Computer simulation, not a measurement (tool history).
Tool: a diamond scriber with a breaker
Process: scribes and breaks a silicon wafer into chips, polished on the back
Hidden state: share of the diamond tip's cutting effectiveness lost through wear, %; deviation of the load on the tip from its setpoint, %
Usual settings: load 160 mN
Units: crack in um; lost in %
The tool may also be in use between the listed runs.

| run | hour | load | wafers since the last listed run | hours since the diamond tip was replaced | hours since the load on the tip was calibrated | incoming depth of the damage left on the back of the incoming wafer, um | crack | lost |
|---|---|---|---|---|---|---|---|---|
| 1 | 0 | 160 | 0 | 59.2 | 1005.4 | 0.04 | 12.33 | 0.58 |
| 2 | 25.5 | 160 | 69 | 84.7 | 1030.9 | 0.05 | 12.34 | 0.6 |
| 3 | 97.1 | 160 | 194 | 156.3 | 1102.5 | 0.03 | 12.13 | 0.69 |
| 4 | 152 | 160 | 149 | 211.2 | 1157.4 | 0.01 | 12.04 | 1.02 |
| 5 | 190.8 | 160 | 105 | 250 | 1196.2 | 0.01 | 11.8 | 1.33 |
| 6 | 282.5 | 160 | 249 | 341.7 | 1287.9 | 0.02 | 10.8 | 2.7 |
| 7 | 318 | 160 | 96 | 377.2 | 1323.4 | 0.02 | 10.89 | 3.74 |
| 8 | 356.1 | 160 | 103 | 415.3 | 1361.5 | 0.04 | 10.39 | 5.8 |
| 9 | 394.9 | 160 | 105 | 454.1 | 1400.3 | 0.01 | 10.44 | 7.28 |
|  | 402.2 | diamond tip replaced by a new one |
| 10 | 462.3 | 187 | 177 | 60.1 | 1467.7 | 0.04 | 14.52 | 4.86 |
| 11 | 514.6 | 160 | 142 | 112.4 | 1520 | 0.04 | 12.36 | 0.5 |
|  | 521.7 | load on the tip recalibrated |
| 12 | 571.5 | 160 | 149 | 169.3 | 49.8 | 0.01 | 11.85 | 0.6 |
| 13 | 620 | 160 | 131 | 217.8 | 98.3 | 0.05 | 12.15 | 0.85 |
| 14 | 661.3 | 121 | 112 | 259.1 | 139.6 | 0.02 | 8.05 | 32.03 |
| 15 | 720 | 197 | 159 | 317.8 | 198.3 | 0.03 | 14.25 | 5.15 |
| 16 | 754.4 | 160 | 93 | 352.2 | 232.7 | 0.03 | 11.36 | 2.4 |
| 17 | 782.2 | 185 | 75 | 380 | 260.5 | 0.02 | 13.26 | 1.01 |
| 18 | 892.6 | 194 | 299 | 490.4 | 370.9 | 0.01 | 12.62 | 0.5 |
|  | 937.9 | diamond tip replaced by a new one |
| 19 | 977.1 | 160 | 224 | 39.2 | 455.4 | 0.03 | 12.32 | 0.58 |
| 20 | 1040.7 | 181 | 172 | 102.8 | 519 | 0.04 | 13.84 | 3.72 |
| 21 | 1143 | 136 | 277 | 205.1 | 621.3 | 0.01 | 9.75 | 11.88 |
| 22 | 1205.3 | 160 | 169 | 267.4 | 683.6 | 0.04 | 11.81 | 1.48 |
| 23 | 1231.4 | 112 | 70 | 293.5 | 709.7 | 0.04 | 6.93 | 47.57 |
| 24 | 1268.2 | 175 | 99 | 330.3 | 746.5 | 0.03 | 12.71 | 0.45 |
| 25 | 1297.7 | 160 | 80 | 359.8 | 776 | 0.04 | 11.04 | 3.24 |
| 26 | 1352.2 | 205 | 148 | 414.3 | 830.5 | 0.01 | 14.22 | 3.63 |
| 27 | 1385.6 | 146 | 90 | 447.7 | 863.9 | 0.04 | 9.21 | 15.28 |

5 ways to go on from here, each from the tool as it stands after run 27. What would each give?
| A | 1386.2 | 160 | 1 | 448.3 | 864.5 | 0.02 | ? | ? |
| B | 1386.2 | 196 | 1 | 448.3 | 864.5 | 0.02 | ? | ? |
| C | 1386.2 | 144 | 1 | 448.3 | 864.5 | 0.02 | ? | ? |
| D | 1386.2 | 142 | 1 | 448.3 | 864.5 | 0.02 | ? | ? |
| E | 1386.2 | 141 | 1 | 448.3 | 864.5 | 0.02 | ? | ? |

| run | crack | lost |
|---|---|---|
| A | 10.91 | 5.88 |
| B | 13.54 | 0.97 |
| C | 9.63 | 16.15 |
| D | 9.47 | 17.89 |
| E | 9.39 | 18.81 |
Without the tool's hidden state the same runs would have given:
| run | crack | lost |
|---|---|---|
| A | 12.87 | 0.46 |
| B | 15.98 | 9.49 |
| C | 11.37 | 3.54 |
| D | 11.18 | 4.44 |
| E | 11.08 | 4.94 |
